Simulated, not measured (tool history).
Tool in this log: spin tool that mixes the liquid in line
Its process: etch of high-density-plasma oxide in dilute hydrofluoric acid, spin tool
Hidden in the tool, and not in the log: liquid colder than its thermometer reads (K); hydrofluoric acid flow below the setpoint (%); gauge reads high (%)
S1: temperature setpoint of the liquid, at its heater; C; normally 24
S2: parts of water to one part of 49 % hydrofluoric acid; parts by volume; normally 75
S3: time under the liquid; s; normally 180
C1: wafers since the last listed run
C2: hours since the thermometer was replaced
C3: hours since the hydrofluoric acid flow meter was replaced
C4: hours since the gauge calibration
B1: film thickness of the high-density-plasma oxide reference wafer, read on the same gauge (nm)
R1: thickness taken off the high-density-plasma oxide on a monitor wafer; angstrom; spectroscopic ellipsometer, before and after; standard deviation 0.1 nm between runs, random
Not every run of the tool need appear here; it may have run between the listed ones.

Run 1, day 0: usual settings; C1 0; C2 578.6; C3 83.6; C4 296.4; B1 29.91. Result: R1 125.2 angstrom.
Run 2, day 1.133: usual settings; C1 146; C2 605.8; C3 110.8; C4 323.6; B1 29.94. Result: R1 125.9 angstrom.
Run 3, day 2.162: usual settings; C1 132; C2 630.5; C3 135.5; C4 348.3; B1 29.96. Result: R1 124.2 angstrom.
Run 4, day 4.017: usual settings; C1 239; C2 675; C3 180; C4 392.8; B1 30. Result: R1 125.3 angstrom.
Run 5, day 5.396: usual settings; C1 178; C2 708.1; C3 213.1; C4 425.9; B1 30.06. Result: R1 125.7 angstrom.
Run 6, day 6.708: usual settings; C1 169; C2 739.6; C3 244.6; C4 457.4; B1 30.07. Result: R1 126.3 angstrom.
Run 7, day 8.138: usual settings; C1 184; C2 773.9; C3 278.9; C4 491.7; B1 30.13. Result: R1 125.7 angstrom.
Run 8, day 10.729: usual settings; C1 334; C2 836.1; C3 341.1; C4 553.9; B1 30.19. Result: R1 127 angstrom.
Run 9, day 11.921: usual settings; C1 153; C2 864.7; C3 369.7; C4 582.5; B1 30.26. Result: R1 124.9 angstrom.
Run 10, day 13.304: usual settings but S2 45 parts by volume; C1 178; C2 897.9; C3 402.9; C4 615.7; B1 30.29. Result: R1 219.1 angstrom.
Run 11, day 14.304: usual settings; C1 129; C2 921.9; C3 426.9; C4 639.7; B1 30.33. Result: R1 126.9 angstrom.
Run 12, day 16.721: usual settings; C1 311; C2 979.9; C3 484.9; C4 697.7; B1 30.45. Result: R1 126.7 angstrom.
At day 19.183: thermometer replaced.
Run 13, day 19.262: usual settings; C1 322; C2 1.9; C3 545.9; C4 758.7; B1 30.56. Result: R1 127.4 angstrom.
Run 14, day 21.879: usual settings but S1 22 C, S2 110 parts by volume, S3 120 s; C1 337; C2 64.7; C3 608.7; C4 821.5; B1 30.69. Result: R1 51.9 angstrom.
At day 24.6: hydrofluoric acid flow meter replaced.
Run 15, day 24.621: usual settings but S2 60 parts by volume; C1 348; C2 130.5; C3 0.5; C4 887.3; B1 30.86. Result: R1 162.7 angstrom.
Run 16, day 26.704: usual settings but S1 21.5 C, S2 50 parts by volume; C1 268; C2 180.5; C3 50.5; C4 937.3; B1 30.95. Result: R1 181 angstrom.
Run 17, day 29.071: usual settings; C1 305; C2 237.3; C3 107.3; C4 994.1; B1 31.09. Result: R1 130.3 angstrom.
At day 30.054: gauge calibrated.
Run 18, day 31.679: usual settings but S3 140 s; C1 336; C2 299.9; C3 169.9; C4 39; B1 29.96. Result: R1 96.3 angstrom.
Run 19, day 33.246: usual settings but S1 25.5 C, S2 45 parts by volume, S3 125 s; C1 202; C2 337.5; C3 207.5; C4 76.6; B1 29.97. Result: R1 162.2 angstrom.
Run 20, day 34.579: usual settings but S3 145 s; C1 172; C2 369.5; C3 239.5; C4 108.6; B1 29.96. Result: R1 100.5 angstrom.
Run 21, day 37.554: usual settings but S1 22 C, S3 210 s; C1 383; C2 440.9; C3 310.9; C4 180; B1 29.99. Result: R1 134.2 angstrom.
Run 22, day 40.358: usual settings; C1 361; C2 508.2; C3 378.2; C4 247.3; B1 30.05. Result: R1 123.6 angstrom.

Alternative continuations, all from the tool just after run 22; predict every row:
Run A, day 40.379: usual settings but S3 280 s; C1 2; C2 508.7; C3 378.7; C4 247.8; B1 ?. Result: R1 ?.
Run B, day 40.379: usual settings but S1 20.5 C, S2 115 parts by volume, S3 255 s; C1 2; C2 508.7; C3 378.7; C4 247.8; B1 ?. Result: R1 ?.
Run C, day 40.379: usual settings but S3 255 s; C1 2; C2 508.7; C3 378.7; C4 247.8; B1 ?. Result: R1 ?.
Run D, day 40.379: usual settings but S1 26 C, S2 105 parts by volume, S3 250 s; C1 2; C2 508.7; C3 378.7; C4 247.8; B1 ?. Result: R1 ?.
Run E, day 40.379: usual settings but S2 110 parts by volume; C1 2; C2 508.7; C3 378.7; C4 247.8; B1 ?. Result: R1 ?.

run     B1     R1
  A  30.04  194.7
  B  30.04   95.7
  C  30.04  177.3
  D  30.04  129.4
  E  30.04   81.7
Had the tool no hidden state, the same runs would have come out as:
run     R1
  A  194.5
  B   95.6
  C  177.1
  D  129.2
  E   81.6
